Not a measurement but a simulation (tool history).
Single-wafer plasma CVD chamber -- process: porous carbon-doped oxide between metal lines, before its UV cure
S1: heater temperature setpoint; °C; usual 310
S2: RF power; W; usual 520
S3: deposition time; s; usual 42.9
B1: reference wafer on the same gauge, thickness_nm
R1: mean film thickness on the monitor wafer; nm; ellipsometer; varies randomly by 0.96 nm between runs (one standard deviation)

run,day,S1,S2,S3,B1,R1
1,0,310,520,42.9,255.882,214.808
2,0.317,310,490,42.9,256.115,209.264
3,0.892,310,490,42.9,256.141,211.101
4,1.225,310,490,42.9,255.928,208.513
5,1.738,310,520,42.9,255.823,215.612
# day 2.362: showerhead replaced
6,2.383,310,520,42.9,256.615,215.844
7,2.946,322,520,42.9,256.122,204.267
# day 3.308: gauge calibrated
8,3.646,310,520,39.6,256.232,200.222
9,4.112,310,520,39.6,256.064,199.872
10,4.542,310,520,39.6,255.803,200.794
11,4.821,310,520,42.9,256.167,216.349
12,5.196,310,520,42.9,255.619,217.091
13,5.804,310,520,42.9,255.798,215.097
14,6.108,310,580,37.9,255.56,201.693
15,6.796,310,520,42.9,256.107,216.001
16,7.371,299,490,51.4,255.677,266.972
17,8.083,310,565,37.2,256.072,197.824
18,9.858,310,520,42.9,255.79,215.206
# day 10.221: thermocouple changed; heater temperature recalibrated
19,10.242,310,555,49.4,255.914,256.789
20,10.554,321,485,42.9,255.86,196.589
21,10.821,315,470,37.7,255.568,175.165
# day 11.729: RF generator calibrated
22,11.75,310,520,42.9,256.376,225.868
23,11.954,310,520,39.6,256.111,207.664
24,12.679,318,520,49.8,256.159,248.588
25,13.267,325,455,40.5,255.192,183.464
26,13.592,317,425,42.9,255.363,195.103
27,14.25,310,605,42.9,256.644,242.516
28,14.596,310,545,42.9,256.351,229.752
29,15.008,299,440,50.4,255.899,253.628
30,15.458,310,520,42.9,255.974,221.36
31,16.171,310,520,49,255.931,251.516
32,16.429,321,600,36.4,255.969,194.674
33,17.004,310,520,42.9,255.715,223.778
34,17.371,305,600,35.6,256.453,205.464

Below are 4 alternative next runs, each starting from the tool's condition after run 34. Predict each:
A,17.388,310,555,42.9,?,?
B,17.388,310,470,42.9,?,?
C,17.388,310,520,46.3,?,?
D,17.388,306,450,46,?,?

run,B1,R1
A,255.348,230.301
B,255.348,211.033
C,255.348,239.745
D,255.348,225.63
Without the tool's unlogged condition, the same runs would have read:
run,R1
A,234.037
B,214.511
C,243.634
D,229.377
